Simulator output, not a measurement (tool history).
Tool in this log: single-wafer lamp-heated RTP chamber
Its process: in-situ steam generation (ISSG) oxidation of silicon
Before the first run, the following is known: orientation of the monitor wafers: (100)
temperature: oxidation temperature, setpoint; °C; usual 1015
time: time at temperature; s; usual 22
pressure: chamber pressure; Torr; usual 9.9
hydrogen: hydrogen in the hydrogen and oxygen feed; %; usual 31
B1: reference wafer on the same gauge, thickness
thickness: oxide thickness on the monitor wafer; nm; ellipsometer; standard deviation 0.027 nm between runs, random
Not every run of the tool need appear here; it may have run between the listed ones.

run 1 day=0.000 | temperature=1022 time=24 pressure=9.9 hydrogen=31 | B1=6.836 | thickness=7.314
run 2 day=0.608 | temperature=1022 time=24 pressure=9.9 hydrogen=31 | B1=6.851 | thickness=7.288
run 3 day=1.138 | temperature=1015 time=22 pressure=9.9 hydrogen=31 | B1=6.846 | thickness=6.804
run 4 day=2.421 | temperature=1015 time=22 pressure=9.9 hydrogen=31 | B1=6.828 | thickness=6.832
run 5 day=3.612 | temperature=1015 time=22 pressure=9.9 hydrogen=31 | B1=6.851 | thickness=6.844
run 6 day=6.271 | temperature=1015 time=22 pressure=9.9 hydrogen=31 | B1=6.832 | thickness=6.913
run 7 day=7.250 | temperature=1015 time=22 pressure=9.9 hydrogen=31 | B1=6.837 | thickness=6.902
run 8 day=8.625 | temperature=1015 time=26 pressure=9.9 hydrogen=31 | B1=6.825 | thickness=7.494
run 9 day=9.392 | temperature=1015 time=26 pressure=9.9 hydrogen=31 | B1=6.851 | thickness=7.501
run 10 day=10.783 | temperature=1015 time=26 pressure=9.9 hydrogen=31 | B1=6.832 | thickness=7.544
-- day=11.879 pyrometer window cleaned and pyrometer calibrated
run 11 day=12.021 | temperature=1015 time=13 pressure=10.2 hydrogen=31 | B1=6.832 | thickness=5.269
run 12 day=12.992 | temperature=1015 time=22 pressure=9.9 hydrogen=31 | B1=6.848 | thickness=6.782
run 13 day=13.596 | temperature=1015 time=22 pressure=10.2 hydrogen=32 | B1=6.826 | thickness=6.751
run 14 day=14.333 | temperature=1015 time=22 pressure=9.9 hydrogen=25 | B1=6.850 | thickness=6.465
-- day=15.867 pressure gauge zeroed
run 15 day=15.888 | temperature=1015 time=25 pressure=10.2 hydrogen=31 | B1=6.851 | thickness=7.162
-- day=16.550 hydrogen flow controller replaced
run 16 day=16.571 | temperature=1015 time=22 pressure=9.9 hydrogen=31 | B1=6.845 | thickness=6.780
run 17 day=17.888 | temperature=1015 time=22 pressure=9.9 hydrogen=31 | B1=6.841 | thickness=6.764
run 18 day=18.600 | temperature=1015 time=22 pressure=9.9 hydrogen=21 | B1=6.831 | thickness=6.220
run 19 day=19.696 | temperature=1015 time=22 pressure=10.2 hydrogen=31 | B1=6.843 | thickness=6.723
run 20 day=20.600 | temperature=995 time=22 pressure=9.5 hydrogen=32 | B1=6.837 | thickness=6.302
-- day=20.962 gauge calibrated
run 21 day=21.450 | temperature=1000 time=26 pressure=10.2 hydrogen=31 | B1=6.840 | thickness=6.814
run 22 day=22.646 | temperature=1028 time=22 pressure=9.9 hydrogen=31 | B1=6.854 | thickness=7.232
run 23 day=24.138 | temperature=1015 time=22 pressure=8.6 hydrogen=31 | B1=6.828 | thickness=6.993
run 24 day=24.883 | temperature=1028 time=22 pressure=10.2 hydrogen=32 | B1=6.844 | thickness=7.256
run 25 day=25.704 | temperature=1009 time=16 pressure=8.6 hydrogen=32 | B1=6.851 | thickness=5.933
run 26 day=26.721 | temperature=1015 time=22 pressure=9.9 hydrogen=31 | B1=6.843 | thickness=6.840
run 27 day=28.067 | temperature=1032 time=28 pressure=9.3 hydrogen=31 | B1=6.834 | thickness=8.472
run 28 day=29.338 | temperature=1007 time=29 pressure=10.2 hydrogen=24 | B1=6.851 | thickness=7.112
run 29 day=30.000 | temperature=1030 time=17 pressure=10.2 hydrogen=31 | B1=6.839 | thickness=6.458
run 30 day=30.875 | temperature=1015 time=22 pressure=9.9 hydrogen=31 | B1=6.835 | thickness=6.828
run 31 day=31.788 | temperature=1015 time=22 pressure=9.9 hydrogen=32 | B1=6.842 | thickness=6.910
run 32 day=32.867 | temperature=1015 time=22 pressure=10.2 hydrogen=23 | B1=6.843 | thickness=6.384

What if the next run were any one of these 3? Each begins from the tool's condition after run 32:
run A day=32.883 | temperature=1015 time=22 pressure=9.9 hydrogen=31 | B1=? | thickness=?
run B day=32.883 | temperature=1021 time=22 pressure=9.9 hydrogen=32 | B1=? | thickness=?
run C day=32.883 | temperature=1030 time=19 pressure=9.2 hydrogen=31 | B1=? | thickness=?

run=A B1=6.843 thickness=6.841
run=B B1=6.843 thickness=7.091
run=C B1=6.843 thickness=6.955
With the hidden condition removed and each run's random variation left untouched, the same runs would have given:
run=A thickness=6.709
run=B thickness=6.949
run=C thickness=6.814
